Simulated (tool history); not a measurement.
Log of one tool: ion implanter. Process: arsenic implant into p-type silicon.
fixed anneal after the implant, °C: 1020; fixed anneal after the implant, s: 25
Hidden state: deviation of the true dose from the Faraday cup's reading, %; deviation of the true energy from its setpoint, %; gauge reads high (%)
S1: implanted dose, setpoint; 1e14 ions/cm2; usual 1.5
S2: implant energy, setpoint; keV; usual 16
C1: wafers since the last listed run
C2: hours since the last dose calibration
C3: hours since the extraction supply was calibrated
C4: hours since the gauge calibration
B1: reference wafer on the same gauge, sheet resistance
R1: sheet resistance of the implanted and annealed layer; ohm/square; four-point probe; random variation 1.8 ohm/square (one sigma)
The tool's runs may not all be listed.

run 1 day=0 | S1=1.5 S2=19.5 | C1=0 C2=580.4 C3=7769.8 C4=0.7 | B1=578.12 | R1=557.23
run 2 day=0.258 | S1=1.5 S2=19.5 | C1=118 C2=586.6 C3=7776 C4=6.9 | B1=578.46 | R1=555.09
run 3 day=0.979 | S1=1.74 S2=16 | C1=331 C2=603.9 C3=7793.3 C4=24.2 | B1=577.77 | R1=514.71
run 4 day=1.396 | S1=1.74 S2=16 | C1=191 C2=613.9 C3=7803.3 C4=34.2 | B1=578.28 | R1=512.3
run 5 day=3.517 | S1=1.74 S2=16 | C1=975 C2=664.8 C3=7854.2 C4=85.1 | B1=578.3 | R1=508.52
run 6 day=3.808 | S1=1.5 S2=17 | C1=134 C2=671.8 C3=7861.2 C4=92.1 | B1=578.52 | R1=565.83
run 7 day=4.062 | S1=1.5 S2=20.5 | C1=116 C2=677.9 C3=7867.3 C4=98.2 | B1=577.15 | R1=550.16
run 8 day=4.358 | S1=1.5 S2=20.5 | C1=136 C2=685 C3=7874.4 C4=105.3 | B1=578.11 | R1=551.78
run 9 day=5.067 | S1=1.78 S2=16 | C1=325 C2=702 C3=7891.4 C4=122.3 | B1=577.77 | R1=498.79
-- day=5.95 extraction supply calibrated
run 10 day=5.971 | S1=1.78 S2=16 | C1=262 C2=723.7 C3=0.5 C4=144 | B1=578.56 | R1=500.44
run 11 day=6.108 | S1=1.5 S2=16 | C1=63 C2=727 C3=3.8 C4=147.3 | B1=577.71 | R1=571.09
run 12 day=6.404 | S1=1.5 S2=16 | C1=136 C2=734.1 C3=10.9 C4=154.4 | B1=577.39 | R1=571.37
run 13 day=6.933 | S1=1.5 S2=16 | C1=243 C2=746.8 C3=23.6 C4=167.1 | B1=578.66 | R1=568.86
run 14 day=7.233 | S1=1.5 S2=16 | C1=138 C2=754 C3=30.8 C4=174.3 | B1=578.32 | R1=569.26
run 15 day=7.554 | S1=1.5 S2=18 | C1=147 C2=761.7 C3=38.5 C4=182 | B1=578.19 | R1=561.68
run 16 day=8.033 | S1=1.5 S2=16 | C1=220 C2=773.2 C3=50 C4=193.5 | B1=577.27 | R1=572.28
run 17 day=8.383 | S1=1.5 S2=20.5 | C1=161 C2=781.6 C3=58.4 C4=201.9 | B1=577.75 | R1=552.33
run 18 day=8.783 | S1=1.07 S2=21.5 | C1=184 C2=791.2 C3=68 C4=211.5 | B1=577.87 | R1=697.51
-- day=9.408 Faraday cup replaced and dose calibrated
run 19 day=9.429 | S1=1.5 S2=16 | C1=143 C2=0.5 C3=83.5 C4=227 | B1=577.56 | R1=594.12
run 20 day=9.462 | S1=1.77 S2=16 | C1=15 C2=1.3 C3=84.3 C4=227.8 | B1=578.57 | R1=521.62
run 21 day=10.108 | S1=1.79 S2=11 | C1=297 C2=16.8 C3=99.8 C4=243.3 | B1=578.1 | R1=542.65
-- day=10.296 gauge calibrated
run 22 day=10.746 | S1=1.86 S2=17.5 | C1=293 C2=32.1 C3=115.1 C4=10.8 | B1=577.97 | R1=496.39
run 23 day=11.333 | S1=1.62 S2=14.5 | C1=270 C2=46.2 C3=129.2 C4=24.9 | B1=577.7 | R1=565.28
run 24 day=11.983 | S1=1.31 S2=13.5 | C1=299 C2=61.8 C3=144.8 C4=40.5 | B1=578.52 | R1=667.41
run 25 day=12.421 | S1=1.94 S2=11.5 | C1=201 C2=72.3 C3=155.3 C4=51 | B1=577.68 | R1=502.21
run 26 day=12.704 | S1=1.5 S2=10.5 | C1=130 C2=79.1 C3=162.1 C4=57.8 | B1=577.72 | R1=619.44
run 27 day=13.254 | S1=1.75 S2=12 | C1=253 C2=92.3 C3=175.3 C4=71 | B1=578.83 | R1=539.73
run 28 day=13.779 | S1=1.5 S2=14.5 | C1=241 C2=104.9 C3=187.9 C4=83.6 | B1=577.81 | R1=591.71

Forecast each of these 5 alternatives for the next run:
run A day=13.796 | S1=1.5 S2=16 | C1=7 C2=105.3 C3=188.3 C4=84 | B1=? | R1=?
run B day=13.796 | S1=1.12 S2=20 | C1=7 C2=105.3 C3=188.3 C4=84 | B1=? | R1=?
run C day=13.796 | S1=1.7 S2=16 | C1=7 C2=105.3 C3=188.3 C4=84 | B1=? | R1=?
run D day=13.796 | S1=1.22 S2=16 | C1=7 C2=105.3 C3=188.3 C4=84 | B1=? | R1=?
run E day=13.796 | S1=1.5 S2=21.5 | C1=7 C2=105.3 C3=188.3 C4=84 | B1=? | R1=?

run=A B1=578.66 R1=585.56
run=B B1=578.66 R1=701.61
run=C B1=578.66 R1=532.92
run=D B1=578.66 R1=682.54
run=E B1=578.66 R1=561.51
Without the tool's hidden state the same runs would have given:
run=A R1=590.18
run=B R1=706.87
run=C R1=537.16
run=D R1=687.81
run=E R1=565.84
